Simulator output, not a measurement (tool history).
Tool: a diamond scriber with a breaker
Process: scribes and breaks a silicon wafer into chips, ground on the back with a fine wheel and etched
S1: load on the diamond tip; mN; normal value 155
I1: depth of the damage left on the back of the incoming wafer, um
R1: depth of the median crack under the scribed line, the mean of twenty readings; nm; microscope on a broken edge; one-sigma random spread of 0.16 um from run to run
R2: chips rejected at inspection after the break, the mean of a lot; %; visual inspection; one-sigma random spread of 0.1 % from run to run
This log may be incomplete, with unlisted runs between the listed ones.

run,hour,S1,I1,R1,R2
1,0.0,171,0.36,8020,2.13
2,24.6,171,0.55,7720,2.47
3,57.4,155,0.43,7490,4.13
4,83.4,128,0.40,7090,6.96
5,114.6,125,0.44,6830,9.37
6,128.4,125,0.41,6980,8.11
7,151.8,125,0.47,6920,8.51
8,182.6,180,0.46,7450,3.78
# hour 205.6: diamond tip replaced by a new one
9,214.8,180,0.55,8870,1.52
10,250.3,138,0.72,7640,3.81
11,278.4,155,0.58,7700,3.48
12,309.1,155,0.43,7540,4.17
13,324.1,155,0.62,7480,4.44
14,342.5,129,0.39,6890,8.91
15,361.7,155,0.48,7050,5.95
16,382.1,118,0.60,6620,10.32
17,415.8,192,0.48,7830,3.39
18,430.5,197,0.67,7830,3.16
19,446.2,155,0.74,6830,5.97
20,473.3,191,0.37,7750,3.60
# hour 490.0: load on the tip recalibrated
21,506.5,184,0.75,7380,4.91
22,518.9,122,0.46,6390,12.02
# hour 544.5: diamond tip replaced by a new one
23,554.2,120,0.39,7930,3.08
24,574.9,113,0.35,7370,4.29
25,605.2,155,0.79,8200,2.64
26,621.1,139,0.39,7490,3.96

Each row is a separate what-if for the run after 26, all from the same tool condition, not one after another. Results?
A,621.8,141,0.56,?,?
B,621.8,117,0.56,?,?
C,621.8,121,0.56,?,?
D,621.8,175,0.56,?,?
E,621.8,119,0.56,?,?

run,R1,R2
A,7520,3.49
B,7110,5.51
C,7180,5.12
D,8090,1.87
E,7150,5.31
Without the tool's unlogged condition, the same runs would have read:
run,R1,R2
A,8350,1.53
B,7900,2.29
C,7970,2.10
D,8980,1.62
E,7940,2.19
